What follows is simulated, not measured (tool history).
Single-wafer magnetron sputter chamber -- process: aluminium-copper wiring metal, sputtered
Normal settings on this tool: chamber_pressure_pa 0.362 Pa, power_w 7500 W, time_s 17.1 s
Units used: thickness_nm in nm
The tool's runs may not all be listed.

run    hour  chamber_pressure_pa  power_w  time_s  wafers since the last listed run  wafers on the sputter target  hours since the last manometer calibration  hours since the magnet pack was replaced  hours since the gauge calibration  read-back reference wafer on the same gauge, thickness_nm  thickness_nm
  1       0                0.275     7500    17.1                                 0                          6194                                      1703.3                                   10324.1                               1037                                                    245.004        225.75
  2    78.5                0.362     7500    17.1                              2136                          8330                                      1781.8                                   10402.6                             1115.5                                                    245.246       218.456
  3   126.7                0.362     7500    17.1                              1311                          9642                                        1830                                   10450.8                             1163.7                                                     245.15       217.139
  4     206                0.362     7500    17.1                              2158                         11800                                      1909.3                                   10530.1                               1243                                                    245.797        217.62
  5   278.1                0.452     7500    17.1                              1962                         13762                                      1981.4                                   10602.2                             1315.1                                                    245.631       207.253
      318.4  -- sputter target and shields replaced
  6   536.5                0.452     7500    17.1                              6814                          5936                                      2239.8                                   10860.6                             1573.5                                                    246.362       207.887
  7   591.5                0.362     6500    15.9                              1496                          7433                                      2294.8                                   10915.6                             1628.5                                                    246.703       181.076
  8   690.7                0.362     7500    17.1                              2699                         10132                                        2394                                   11014.8                             1727.7                                                    246.856       217.846
  9   774.4                0.362     7500    17.1                              2277                         12410                                      2477.7                                   11098.5                             1811.4                                                     246.89       218.928
      886.5  -- capacitance manometer re-zeroed and calibrated
 10     887                0.362     7500    17.1                              2846                         15257                                         0.5                                   11211.1                               1924                                                    246.706       219.045
      919.5  -- sputter target and shields replaced
 11   975.7                 0.44     8000    17.1                              2196                          1529                                        89.2                                   11299.8                             2012.7                                                    247.184        221.09
 12  1022.7                 0.44     8000    17.1                              1279                          2809                                       136.2                                   11346.8                             2059.7                                                    247.157       221.752
 13  1066.1                 0.44     8000    17.1                              1181                          3990                                       179.6                                   11390.2                             2103.1                                                    247.211       221.152
 14  1110.7                0.316     7500    17.1                              1213                          5204                                       224.2                                   11434.8                             2147.7                                                    247.391       222.528
 15  1247.4                0.362     7500    17.1                              3720                          8924                                       360.9                                   11571.5                             2284.4                                                    247.465       218.155
 16  1284.6                0.362     7500    17.1                              1012                          9936                                       398.1                                   11608.7                             2321.6                                                    247.356       219.751
 17  1371.5                0.362     7500    17.1                              2365                         12302                                         485                                   11695.6                             2408.5                                                     247.68       218.983
 18  1418.9                0.263     7500    17.1                              1290                         13592                                       532.4                                     11743                             2455.9                                                    247.317       232.261
     1465.1  -- sputter target and shields replaced
 19  1476.4                0.476     9000    14.2                              1347                           307                                       589.9                                   11800.5                             2513.4                                                    247.645       200.953
 20  1578.3                0.242     5900      20                              2773                          3080                                       691.8                                   11902.4                             2615.3                                                    247.926       224.765
     1585.1  -- gauge calibrated
 21  1652.9                0.362     7500    17.1                              2030                          5110                                       766.4                                     11977                               67.8                                                    233.719        206.16
     1684.8  -- magnet pack replaced
 22  1701.7                0.362     7500    17.1                              1110                          6221                                       815.2                                      16.9                              116.6                                                    234.147       206.632
 23    1787                0.455     6350    17.1                              2321                          8542                                       900.5                                     102.2                              201.9                                                    235.147       174.046
 24  1838.9                0.362     7500    19.1                              1412                          9955                                       952.4                                     154.1                              253.8                                                    235.894        232.82
     1925.7  -- sputter target and shields replaced
 25  1929.1                0.303     6100    13.8                              2237                            93                                      1042.6                                     244.3                                344                                                    236.675       146.945
 26  1990.9                0.362     7500    17.1                              1681                          1775                                      1104.4                                     306.1                              405.8                                                    237.037       210.688
 27    2073                0.362     7500    17.1                              2234                          4010                                      1186.5                                     388.2                              487.9                                                    237.903       210.125
 28  2110.1                0.362     6750    15.4                              1009                          5019                                      1223.6                                     425.3                                525                                                    238.204       173.681
 29  2207.4                0.362     7500    17.1                              2648                          7667                                      1320.9                                     522.6                              622.3                                                    238.693        211.19
 30  2266.1                0.362     7500    14.5                              1597                          9265                                      1379.6                                     581.3                                681                                                    238.869       178.405
 31  2327.8                0.281     7500    20.2                              1679                         10944                                      1441.3                                       643                              742.7                                                    239.213       260.035
 32  2366.1                0.428     6150    20.4                              1042                         11987                                      1479.6                                     681.3                                781                                                    239.427       208.268
 33  2442.4                 0.45     7500    17.1                              2076                         14063                                      1555.9                                     757.6                              857.3                                                    240.096       202.587
     2472.5  -- sputter target and shields replaced
 34  2501.1                0.238     6750    17.1                              1379                           778                                      1614.6                                     816.3                                916                                                    240.355       205.625
 35  2575.1                0.362     8850    14.9                              2013                          2792                                      1688.6                                     890.3                                990                                                    240.737       213.432

Branching from run 35: 3 alternative next runs. What would each branch give?
  A  2575.5                0.473     7500    17.1                                10                          2803                                        1689                                     890.7                              990.4                                                          ?             ?
  B  2575.5                0.438     7500      15                                10                          2803                                        1689                                     890.7                              990.4                                                          ?             ?
  C  2575.5                0.304     7500    17.1                                10                          2803                                        1689                                     890.7                              990.4                                                          ?             ?

run  read-back reference wafer on the same gauge, thickness_nm  thickness_nm
  A                                                     240.71       201.233
  B                                                     240.71       179.569
  C                                                     240.71       218.812
What these runs would have given with no unlogged condition in the tool:
run  thickness_nm
  A       196.587
  B       175.423
  C        213.76
